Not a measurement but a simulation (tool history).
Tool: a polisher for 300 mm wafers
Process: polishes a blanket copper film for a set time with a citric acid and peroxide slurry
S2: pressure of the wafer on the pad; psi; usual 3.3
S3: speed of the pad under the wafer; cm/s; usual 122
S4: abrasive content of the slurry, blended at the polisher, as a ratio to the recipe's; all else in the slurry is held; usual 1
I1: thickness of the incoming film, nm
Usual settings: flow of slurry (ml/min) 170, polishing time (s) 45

Run 1, hour 0: usual settings but S3 138 cm/s, S4 1.2; I1 1049.6. Result: film removed (Å) 1212.
Run 2, hour 163.7: usual settings; I1 1033.7. Result: film removed (Å) 979.
At hour 225.3: worn pad replaced by a new one.
Run 3, hour 250.5: usual settings; I1 1045.5. Result: film removed (Å) 953.
Run 4, hour 317.2: usual settings; I1 1054.9. Result: film removed (Å) 956.
Run 5, hour 392.1: usual settings but S2 3.8 psi, S4 0.75; I1 1049. Result: film removed (Å) 940.
At hour 431.3: slurry blender recalibrated.
Run 6, hour 469.9: usual settings but S2 3.8 psi, S4 0.75; I1 1051.8. Result: film removed (Å) 923.
At hour 501.5: slurry nozzle cleaned, repeated, since the last time left the tool worse.
Run 7, hour 528.5: usual settings; I1 1055.2. Result: film removed (Å) 1092.
Run 8, hour 606.2: usual settings; I1 1054.7. Result: film removed (Å) 1093.
Run 9, hour 668.7: usual settings; I1 1051.1. Result: film removed (Å) 1095.
Run 10, hour 719.4: usual settings but flow of slurry (ml/min) 230, S2 4.3 psi, S4 1.1; I1 1054.7. Result: film removed (Å) 1399.
Run 11, hour 803.3: usual settings but flow of slurry (ml/min) 225, S2 3.9 psi, S4 0.8, polishing time (s) 51; I1 1066.8. Result: film removed (Å) 1339.
At hour 814.9: head pressure recalibrated.
Run 12, hour 888.7: usual settings; I1 1033.1. Result: film removed (Å) 1059.
At hour 919: worn pad replaced by a new one.
At hour 955.1: slurry blender recalibrated.
Run 13, hour 972.8: usual settings; I1 1054.5. Result: film removed (Å) 1072.
At hour 1029.2: slurry nozzle cleaned.
Run 14, hour 1042.6: usual settings but flow of slurry (ml/min) 190; I1 1052.4. Result: film removed (Å) 1135.
Run 15, hour 1099.7: usual settings; I1 1069.4. Result: film removed (Å) 1091.
Run 16, hour 1175.1: usual settings but flow of slurry (ml/min) 145, S3 144 cm/s; I1 1057.5. Result: film removed (Å) 1263.
Run 17, hour 1279.3: usual settings but S3 138 cm/s, S4 1.2; I1 1048.4. Result: film removed (Å) 1285.
Run 18, hour 1381.4: usual settings but S3 150 cm/s, S4 1.1, polishing time (s) 50; I1 1051. Result: film removed (Å) 1501.
At hour 1436.3: worn pad replaced by a new one.
Run 19, hour 1456.5: usual settings but flow of slurry (ml/min) 140, S3 142 cm/s; I1 1057.3. Result: film removed (Å) 1191.
Run 20, hour 1493.2: usual settings; I1 1043.3. Result: film removed (Å) 1061.
At hour 1540.7: slurry blender recalibrated.
Run 21, hour 1580.2: usual settings but flow of slurry (ml/min) 155, S3 138 cm/s; I1 1034.7. Result: film removed (Å) 1167.
Run 22, hour 1647.9: usual settings; I1 1054.5. Result: film removed (Å) 1047.

The next listed run, before its measurement:
At hour 1706.1: slurry nozzle cleaned.
Run 23, hour 1744: usual settings but S3 138 cm/s, S4 1.1; I1 1072.3. Result: film removed (Å) ?.

{"run 23": {"film removed (Å)": 1274}}
Without the tool's hidden state the same run would have given film removed (Å) 1280.

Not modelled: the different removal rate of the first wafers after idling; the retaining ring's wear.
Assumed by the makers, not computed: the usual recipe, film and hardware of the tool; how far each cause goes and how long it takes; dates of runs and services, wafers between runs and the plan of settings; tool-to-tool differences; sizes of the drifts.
